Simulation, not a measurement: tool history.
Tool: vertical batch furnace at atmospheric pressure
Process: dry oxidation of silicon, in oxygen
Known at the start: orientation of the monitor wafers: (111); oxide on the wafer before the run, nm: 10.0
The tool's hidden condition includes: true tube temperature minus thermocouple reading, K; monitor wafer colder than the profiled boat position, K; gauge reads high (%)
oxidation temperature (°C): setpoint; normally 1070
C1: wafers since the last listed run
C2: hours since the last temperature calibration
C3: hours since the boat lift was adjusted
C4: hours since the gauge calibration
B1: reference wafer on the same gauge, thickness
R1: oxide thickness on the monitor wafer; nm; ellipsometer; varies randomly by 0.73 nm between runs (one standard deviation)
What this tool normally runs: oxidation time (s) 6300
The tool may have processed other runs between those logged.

{"run": 1, "hour": 0.0, "oxidation temperature (°C)": 1070, "oxidation time (s)": 8130, "C1": 0, "C2": 3628, "C3": 3358.5, "C4": 356.7, "B1": 140.51, "R1": 182.44}
{"run": 2, "hour": 19.7, "oxidation temperature (°C)": 1070, "oxidation time (s)": 6300, "C1": 178, "C2": 3647.7, "C3": 3378.2, "C4": 376.4, "B1": 140.81, "R1": 155.39}
{"run": 3, "hour": 54.7, "oxidation temperature (°C)": 1070, "oxidation time (s)": 6300, "C1": 317, "C2": 3682.7, "C3": 3413.2, "C4": 411.4, "B1": 140.7, "R1": 156.84}
{"run": 4, "hour": 79.8, "oxidation temperature (°C)": 1050, "oxidation time (s)": 6300, "C1": 227, "C2": 3707.8, "C3": 3438.3, "C4": 436.5, "B1": 140.63, "R1": 139.4}
{"run": 5, "hour": 112.0, "oxidation temperature (°C)": 1086, "oxidation time (s)": 6300, "C1": 291, "C2": 3740, "C3": 3470.5, "C4": 468.7, "B1": 140.96, "R1": 170.6}
{"run": 6, "hour": 142.0, "oxidation temperature (°C)": 1070, "oxidation time (s)": 6300, "C1": 271, "C2": 3770, "C3": 3500.5, "C4": 498.7, "B1": 141.14, "R1": 157.71}
{"run": 7, "hour": 158.2, "oxidation temperature (°C)": 1070, "oxidation time (s)": 6300, "C1": 146, "C2": 3786.2, "C3": 3516.7, "C4": 514.9, "B1": 141.29, "R1": 158.09}
{"run": 8, "hour": 185.6, "oxidation temperature (°C)": 1070, "oxidation time (s)": 6300, "C1": 248, "C2": 3813.6, "C3": 3544.1, "C4": 542.3, "B1": 141.74, "R1": 156.66}
{"run": 9, "hour": 205.8, "oxidation temperature (°C)": 1070, "oxidation time (s)": 6300, "C1": 183, "C2": 3833.8, "C3": 3564.3, "C4": 562.5, "B1": 141.29, "R1": 157.35}
{"run": 10, "hour": 225.0, "oxidation temperature (°C)": 1084, "oxidation time (s)": 4560, "C1": 174, "C2": 3853, "C3": 3583.5, "C4": 581.7, "B1": 141.83, "R1": 141.87}
{"run": 11, "hour": 249.3, "oxidation temperature (°C)": 1084, "oxidation time (s)": 4560, "C1": 220, "C2": 3877.3, "C3": 3607.8, "C4": 606, "B1": 141.65, "R1": 140.28}
{"run": 12, "hour": 277.0, "oxidation temperature (°C)": 1084, "oxidation time (s)": 4560, "C1": 251, "C2": 3905, "C3": 3635.5, "C4": 633.7, "B1": 142.16, "R1": 140.52}
{"run": 13, "hour": 312.0, "oxidation temperature (°C)": 1070, "oxidation time (s)": 6300, "C1": 317, "C2": 3940, "C3": 3670.5, "C4": 668.7, "B1": 142.28, "R1": 157.27}
{"run": 14, "hour": 337.3, "oxidation temperature (°C)": 1070, "oxidation time (s)": 6300, "C1": 229, "C2": 3965.3, "C3": 3695.8, "C4": 694, "B1": 142.47, "R1": 157.64}
{"run": 15, "hour": 360.3, "oxidation temperature (°C)": 1070, "oxidation time (s)": 6300, "C1": 208, "C2": 3988.3, "C3": 3718.8, "C4": 717, "B1": 142.76, "R1": 159.26}
{"hour": 408.7, "done": "boat lift adjusted"}
{"run": 16, "hour": 409.2, "oxidation temperature (°C)": 1070, "oxidation time (s)": 7290, "C1": 225, "C2": 4037.2, "C3": 0.5, "C4": 765.9, "B1": 143.25, "R1": 173.45}
{"run": 17, "hour": 414.1, "oxidation temperature (°C)": 1070, "oxidation time (s)": 6300, "C1": 44, "C2": 4042.1, "C3": 5.4, "C4": 770.8, "B1": 143.63, "R1": 158.7}
{"run": 18, "hour": 421.2, "oxidation temperature (°C)": 1070, "oxidation time (s)": 6300, "C1": 64, "C2": 4049.2, "C3": 12.5, "C4": 777.9, "B1": 143.54, "R1": 159.76}
{"run": 19, "hour": 433.2, "oxidation temperature (°C)": 1070, "oxidation time (s)": 6300, "C1": 108, "C2": 4061.2, "C3": 24.5, "C4": 789.9, "B1": 143.45, "R1": 159.45}
{"run": 20, "hour": 460.4, "oxidation temperature (°C)": 1056, "oxidation time (s)": 9300, "C1": 246, "C2": 4088.4, "C3": 51.7, "C4": 817.1, "B1": 143.5, "R1": 186.65}
{"hour": 478.5, "done": "gauge calibrated"}
{"run": 21, "hour": 493.6, "oxidation temperature (°C)": 1047, "oxidation time (s)": 8850, "C1": 300, "C2": 4121.6, "C3": 84.9, "C4": 15.1, "B1": 139.84, "R1": 169.28}
{"run": 22, "hour": 519.5, "oxidation temperature (°C)": 1070, "oxidation time (s)": 6300, "C1": 234, "C2": 4147.5, "C3": 110.8, "C4": 41, "B1": 139.97, "R1": 156.27}
{"run": 23, "hour": 542.8, "oxidation temperature (°C)": 1055, "oxidation time (s)": 4590, "C1": 211, "C2": 4170.8, "C3": 134.1, "C4": 64.3, "B1": 139.97, "R1": 118.28}
{"run": 24, "hour": 561.2, "oxidation temperature (°C)": 1048, "oxidation time (s)": 6300, "C1": 166, "C2": 4189.2, "C3": 152.5, "C4": 82.7, "B1": 139.94, "R1": 136.65}
{"run": 25, "hour": 582.4, "oxidation temperature (°C)": 1050, "oxidation time (s)": 3780, "C1": 192, "C2": 4210.4, "C3": 173.7, "C4": 103.9, "B1": 140.18, "R1": 102}
{"run": 26, "hour": 600.8, "oxidation temperature (°C)": 1061, "oxidation time (s)": 6300, "C1": 166, "C2": 4228.8, "C3": 192.1, "C4": 122.3, "B1": 139.94, "R1": 148.4}
{"run": 27, "hour": 629.2, "oxidation temperature (°C)": 1093, "oxidation time (s)": 8520, "C1": 257, "C2": 4257.2, "C3": 220.5, "C4": 150.7, "B1": 140.21, "R1": 213.38}
{"run": 28, "hour": 662.4, "oxidation temperature (°C)": 1070, "oxidation time (s)": 6300, "C1": 300, "C2": 4290.4, "C3": 253.7, "C4": 183.9, "B1": 140.02, "R1": 156.15}
{"run": 29, "hour": 684.0, "oxidation temperature (°C)": 1061, "oxidation time (s)": 9150, "C1": 195, "C2": 4312, "C3": 275.3, "C4": 205.5, "B1": 139.97, "R1": 184.6}
{"run": 30, "hour": 708.2, "oxidation temperature (°C)": 1055, "oxidation time (s)": 3570, "C1": 219, "C2": 4336.2, "C3": 299.5, "C4": 229.7, "B1": 140.46, "R1": 101.79}
{"hour": 752.7, "done": "thermocouples replaced and temperature profile calibrated"}
{"run": 31, "hour": 753.2, "oxidation temperature (°C)": 1051, "oxidation time (s)": 8820, "C1": 190, "C2": 0.5, "C3": 344.5, "C4": 274.7, "B1": 140.3, "R1": 171.45}
{"run": 32, "hour": 765.2, "oxidation temperature (°C)": 1070, "oxidation time (s)": 6300, "C1": 108, "C2": 12.5, "C3": 356.5, "C4": 286.7, "B1": 140.69, "R1": 156.55}
{"run": 33, "hour": 852.7, "oxidation temperature (°C)": 1063, "oxidation time (s)": 9090, "C1": 793, "C2": 100, "C3": 444, "C4": 374.2, "B1": 140.69, "R1": 186.87}
{"run": 34, "hour": 875.7, "oxidation temperature (°C)": 1070, "oxidation time (s)": 6300, "C1": 208, "C2": 123, "C3": 467, "C4": 397.2, "B1": 141.01, "R1": 157.01}
{"run": 35, "hour": 891.6, "oxidation temperature (°C)": 1095, "oxidation time (s)": 6300, "C1": 144, "C2": 138.9, "C3": 482.9, "C4": 413.1, "B1": 140.87, "R1": 180.92}
{"run": 36, "hour": 918.0, "oxidation temperature (°C)": 1079, "oxidation time (s)": 6300, "C1": 239, "C2": 165.3, "C3": 509.3, "C4": 439.5, "B1": 141.28, "R1": 165.46}
{"run": 37, "hour": 950.6, "oxidation temperature (°C)": 1057, "oxidation time (s)": 7530, "C1": 295, "C2": 197.9, "C3": 541.9, "C4": 472.1, "B1": 141.29, "R1": 161.81}
{"run": 38, "hour": 966.2, "oxidation temperature (°C)": 1086, "oxidation time (s)": 6300, "C1": 141, "C2": 213.5, "C3": 557.5, "C4": 487.7, "B1": 141.88, "R1": 171.04}
{"run": 39, "hour": 981.3, "oxidation temperature (°C)": 1050, "oxidation time (s)": 7860, "C1": 136, "C2": 228.6, "C3": 572.6, "C4": 502.8, "B1": 141.47, "R1": 159.51}

Below, each run's measurement less what the same run would have read without the hidden state. Both values contain the same run-to-run variation, but the gauge's scatter may not be the same in both:
run=1 R1=+0.63
run=2 R1=+0.63
run=3 R1=+0.83
run=4 R1=+0.87
run=5 R1=+1.28
run=6 R1=+1.38
run=7 R1=+1.5
run=8 R1=+1.68
run=9 R1=+1.84
run=10 R1=+1.8
run=11 R1=+1.95
run=12 R1=+2.16
run=13 R1=+2.72
run=14 R1=+2.96
run=15 R1=+3.21
run=16 R1=+4.02
run=17 R1=+3.74
run=18 R1=+3.83
run=19 R1=+3.96
run=20 R1=+4.97
run=21 R1=+0.07
run=22 R1=+0.07
run=23 R1=+0.07
run=24 R1=+0.09
run=25 R1=+0.09
run=26 R1=+0.16
run=27 R1=+0.3
run=28 R1=+0.3
run=29 R1=+0.41
run=30 R1=+0.28
run=31 R1=+0.63
run=32 R1=+0.63
run=33 R1=+1.22
run=34 R1=+1.15
run=35 R1=+1.42
run=36 R1=+1.46
run=37 R1=+1.64
run=38 R1=+1.85
run=39 R1=+1.82
